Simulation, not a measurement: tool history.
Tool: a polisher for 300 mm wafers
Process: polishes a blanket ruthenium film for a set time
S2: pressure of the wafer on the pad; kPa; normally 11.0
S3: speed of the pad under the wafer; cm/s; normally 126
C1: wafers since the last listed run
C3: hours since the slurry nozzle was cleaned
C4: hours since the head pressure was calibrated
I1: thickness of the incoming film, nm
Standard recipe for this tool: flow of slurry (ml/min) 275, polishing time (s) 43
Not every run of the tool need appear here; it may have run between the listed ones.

Run 1, hour 0.0: usual settings; C1 0; wafers polished on this pad 1080; C3 397.2; C4 949.3; I1 299.2. Result: film removed (Å) 585.
At hour 19.3: worn pad replaced by a new one.
Run 2, hour 19.8: usual settings; C1 267; wafers polished on this pad 7; C3 417.0; C4 969.1; I1 303.6. Result: film removed (Å) 598.
Run 3, hour 28.9: usual settings; C1 154; wafers polished on this pad 162; C3 426.1; C4 978.2; I1 300.8. Result: film removed (Å) 604.
Run 4, hour 40.9: usual settings; C1 203; wafers polished on this pad 365; C3 438.1; C4 990.2; I1 304.0. Result: film removed (Å) 606.
Run 5, hour 56.4: usual settings; C1 262; wafers polished on this pad 628; C3 453.6; C4 1005.7; I1 296.4. Result: film removed (Å) 605.
Run 6, hour 86.0: usual settings; C1 501; wafers polished on this pad 1130; C3 483.2; C4 1035.3; I1 297.9. Result: film removed (Å) 620.
Run 7, hour 95.4: usual settings; C1 159; wafers polished on this pad 1289; C3 492.6; C4 1044.7; I1 299.8. Result: film removed (Å) 617.
At hour 100.0: worn pad replaced by a new one.
Run 8, hour 111.9: usual settings but flow of slurry (ml/min) 330, S2 8.3 kPa; C1 211; wafers polished on this pad 201; C3 509.1; C4 1061.2; I1 301.5. Result: film removed (Å) 467.
Run 9, hour 125.5: usual settings but flow of slurry (ml/min) 330, S2 8.3 kPa; C1 230; wafers polished on this pad 431; C3 522.7; C4 1074.8; I1 299.4. Result: film removed (Å) 466.
Run 10, hour 135.7: usual settings; C1 172; wafers polished on this pad 604; C3 532.9; C4 1085.0; I1 300.0. Result: film removed (Å) 629.
Run 11, hour 147.6: usual settings; C1 201; wafers polished on this pad 806; C3 544.8; C4 1096.9; I1 303.4. Result: film removed (Å) 606.
Run 12, hour 161.7: usual settings but polishing time (s) 46; C1 239; wafers polished on this pad 1045; C3 558.9; C4 1111.0; I1 299.2. Result: film removed (Å) 668.
Run 13, hour 179.2: usual settings but polishing time (s) 46; C1 296; wafers polished on this pad 1342; C3 576.4; C4 1128.5; I1 298.7. Result: film removed (Å) 655.
Run 14, hour 191.5: usual settings but polishing time (s) 46; C1 208; wafers polished on this pad 1550; C3 588.7; C4 1140.8; I1 301.8. Result: film removed (Å) 664.
At hour 200.3: worn pad replaced by a new one.
At hour 239.0: head pressure recalibrated.
Run 15, hour 242.7: usual settings; C1 766; wafers polished on this pad 685; C3 639.9; C4 3.7; I1 302.3. Result: film removed (Å) 581.
At hour 246.9: slurry nozzle cleaned.
Run 16, hour 251.0: usual settings but S3 138 cm/s, polishing time (s) 38; C1 123; wafers polished on this pad 809; C3 4.1; C4 12.0; I1 300.3. Result: film removed (Å) 543.
Run 17, hour 262.0: usual settings but S2 9.0 kPa, polishing time (s) 31; C1 186; wafers polished on this pad 995; C3 15.1; C4 23.0; I1 302.8. Result: film removed (Å) 332.
Run 18, hour 275.8: usual settings but S3 114 cm/s, polishing time (s) 56; C1 233; wafers polished on this pad 1229; C3 28.9; C4 36.8; I1 306.8. Result: film removed (Å) 671.
Run 19, hour 286.4: usual settings but S2 14.5 kPa; C1 179; wafers polished on this pad 1409; C3 39.5; C4 47.4; I1 303.3. Result: film removed (Å) 746.
Run 20, hour 292.8: usual settings; C1 108; wafers polished on this pad 1518; C3 45.9; C4 53.8; I1 296.9. Result: film removed (Å) 565.
At hour 299.1: worn pad replaced by a new one.
Run 21, hour 304.2: usual settings but flow of slurry (ml/min) 365, S2 9.7 kPa, S3 84 cm/s, polishing time (s) 47; C1 125; wafers polished on this pad 85; C3 57.3; C4 65.2; I1 300.8. Result: film removed (Å) 400.
Run 22, hour 318.5: usual settings but flow of slurry (ml/min) 325, S2 7.6 kPa, S3 110 cm/s, polishing time (s) 36; C1 242; wafers polished on this pad 328; C3 71.6; C4 79.5; I1 304.5. Result: film removed (Å) 304.
Run 23, hour 334.6: usual settings; C1 272; wafers polished on this pad 601; C3 87.7; C4 95.6; I1 300.7. Result: film removed (Å) 578.
Run 24, hour 344.3: usual settings but S2 13.8 kPa, S3 154 cm/s, polishing time (s) 34; C1 164; wafers polished on this pad 765; C3 97.4; C4 105.3; I1 300.4. Result: film removed (Å) 668.
Run 25, hour 359.7: usual settings but polishing time (s) 39; C1 261; wafers polished on this pad 1026; C3 112.8; C4 120.7; I1 300.9. Result: film removed (Å) 521.
Run 26, hour 369.0: usual settings but flow of slurry (ml/min) 205, S2 15.2 kPa, polishing time (s) 39; C1 157; wafers polished on this pad 1184; C3 122.1; C4 130.0; I1 303.8. Result: film removed (Å) 692.
Run 27, hour 378.0: usual settings but flow of slurry (ml/min) 340, S2 14.5 kPa, S3 108 cm/s, polishing time (s) 56; C1 152; wafers polished on this pad 1336; C3 131.1; C4 139.0; I1 298.8. Result: film removed (Å) 893.
Run 28, hour 389.6: usual settings but flow of slurry (ml/min) 190, S2 9.0 kPa, S3 146 cm/s; C1 196; wafers polished on this pad 1533; C3 142.7; C4 150.6; I1 303.7. Result: film removed (Å) 504.
At hour 402.4: worn pad replaced by a new one.
Run 29, hour 403.5: usual settings but flow of slurry (ml/min) 345; C1 167; wafers polished on this pad 18; C3 156.6; C4 164.5; I1 304.0. Result: film removed (Å) 585.
Run 30, hour 420.6: usual settings; C1 289; wafers polished on this pad 308; C3 173.7; C4 181.6; I1 295.5. Result: film removed (Å) 575.
Run 31, hour 450.1: usual settings but flow of slurry (ml/min) 315, S2 13.1 kPa, S3 140 cm/s; C1 500; wafers polished on this pad 808; C3 203.2; C4 211.1; I1 303.9. Result: film removed (Å) 744.
Run 32, hour 457.3: usual settings but S2 9.0 kPa; C1 122; wafers polished on this pad 930; C3 210.4; C4 218.3; I1 295.4. Result: film removed (Å) 464.
Run 33, hour 470.3: usual settings but flow of slurry (ml/min) 335, polishing time (s) 47; C1 220; wafers polished on this pad 1150; C3 223.4; C4 231.3; I1 296.7. Result: film removed (Å) 637.

Consider 3 possible next runs. They are alternatives, not a sequence: every one starts from the tool as it was left by run 33. What does each give?
Run A, hour 470.7: usual settings but S2 12.4 kPa; C1 6; wafers polished on this pad 1157; C3 223.8; C4 231.7; I1 301.8. Result: film removed (Å) ?.
Run B, hour 470.7: usual settings but flow of slurry (ml/min) 305, polishing time (s) 51; C1 6; wafers polished on this pad 1157; C3 223.8; C4 231.7; I1 301.8. Result: film removed (Å) ?.
Run C, hour 470.7: usual settings but flow of slurry (ml/min) 240, S3 98 cm/s; C1 6; wafers polished on this pad 1157; C3 223.8; C4 231.7; I1 301.8. Result: film removed (Å) ?.

run  film removed (Å)
  A               652
  B               693
  C               469
Stripped of hidden state, with their random variation kept, the same runs would have yielded:
run  film removed (Å)
  A               629
  B               668
  C               452
